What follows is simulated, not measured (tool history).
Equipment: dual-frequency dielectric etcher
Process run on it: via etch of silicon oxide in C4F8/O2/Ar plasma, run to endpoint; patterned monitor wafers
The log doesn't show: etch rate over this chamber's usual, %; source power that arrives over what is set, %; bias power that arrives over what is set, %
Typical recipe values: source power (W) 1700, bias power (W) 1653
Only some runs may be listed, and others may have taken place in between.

run	hour	source power (W)	bias power (W)	wafers since the last listed run	hours since the last wet clean	hours since the last source power generator calibration	hours since the last bias power generator calibration	hours since the last upper electrode change	incoming incoming film thickness, nm	endpoint time (s)
1	0.0	1890	1653	0	264.1	2129.5	3187.9	4179.8	2139.0	477.1
2	27.9	1700	1653	93	292.0	2157.4	3215.8	4207.7	2141.9	497.8
3	52.1	1700	1653	80	316.2	2181.6	3240.0	4231.9	2130.6	497.8
4	75.6	1700	1653	78	339.7	2205.1	3263.5	4255.4	2137.7	498.7
5	96.8	1700	1361	70	360.9	2226.3	3284.7	4276.6	2142.6	542.2
6	116.6	1370	1653	66	380.7	2246.1	3304.5	4296.4	2133.3	540.9
7	134.5	1390	1653	59	398.6	2264.0	3322.4	4314.3	2138.5	545.3
8	157.0	1390	1653	75	421.1	2286.5	3344.9	4336.8	2157.0	544.9
9	174.2	1390	1653	57	438.3	2303.7	3362.1	4354.0	2171.4	553.6
10	206.6	1700	1653	108	470.7	2336.1	3394.5	4386.4	2163.7	510.8
# hour 278.1: upper electrode replaced
# hour 279.2: wet clean of the chamber
11	279.7	1700	1653	160	0.5	2409.2	3467.6	1.6	2128.4	485.5
12	280.1	1700	1653	1	0.9	2409.6	3468.0	2.0	2146.1	487.8
13	298.0	1700	1653	59	18.8	2427.5	3485.9	19.9	2145.0	490.0
14	317.4	1550	1653	64	38.2	2446.9	3505.3	39.3	2144.1	509.1
15	342.2	1700	1653	82	63.0	2471.7	3530.1	64.1	2153.9	489.7
16	362.1	1700	1653	66	82.9	2491.6	3550.0	84.0	2124.7	482.2
17	393.0	1700	1653	103	113.8	2522.5	3580.9	114.9	2121.9	485.5
# hour 406.3: bias power generator calibrated
# hour 419.4: source power generator calibrated
18	422.1	1560	2066	70	142.9	2.7	15.8	144.0	2127.1	455.8
19	528.0	1700	1313	353	248.8	108.6	121.7	249.9	2140.8	551.4
20	548.8	1700	2045	69	269.6	129.4	142.5	270.7	2142.5	448.2
21	580.8	1480	2035	106	301.6	161.4	174.5	302.7	2137.3	475.5
22	609.5	1420	1411	95	330.3	190.1	203.2	331.4	2143.3	574.0
23	638.1	1890	1498	95	358.9	218.7	231.8	360.0	2148.7	499.0
24	650.4	1450	1982	41	371.2	231.0	244.1	372.3	2169.0	494.1
25	680.9	2030	1421	101	401.7	261.5	274.6	402.8	2113.8	488.8
26	698.3	1700	2004	58	419.1	278.9	292.0	420.2	2123.4	453.5
27	718.0	1860	1262	65	438.8	298.6	311.7	439.9	2140.8	545.0
28	732.9	1450	1982	49	453.7	313.5	326.6	454.8	2136.9	486.1
29	746.6	1700	1653	45	467.4	327.2	340.3	468.5	2150.6	501.5

Describe how what the log doesn't record of the tool's condition differs between the last listed run preceding each entry between runs and the first listed run following it.
Between runs 10 and 11: upper electrode replaced (hour 278.1); wet clean of the chamber (hour 279.2)
  etch rate over this chamber's usual, %: -2.65 -> 0.475
  measured value less the no-hidden-state value, endpoint time (s): +13.5 -> -2.3
Between runs 17 and 18: bias power generator calibrated (hour 406.3); source power generator calibrated (hour 419.4)
  etch rate over this chamber's usual, %: -0.0981 -> -0.245
  measured value less the no-hidden-state value, endpoint time (s): +0.4 -> +1.1

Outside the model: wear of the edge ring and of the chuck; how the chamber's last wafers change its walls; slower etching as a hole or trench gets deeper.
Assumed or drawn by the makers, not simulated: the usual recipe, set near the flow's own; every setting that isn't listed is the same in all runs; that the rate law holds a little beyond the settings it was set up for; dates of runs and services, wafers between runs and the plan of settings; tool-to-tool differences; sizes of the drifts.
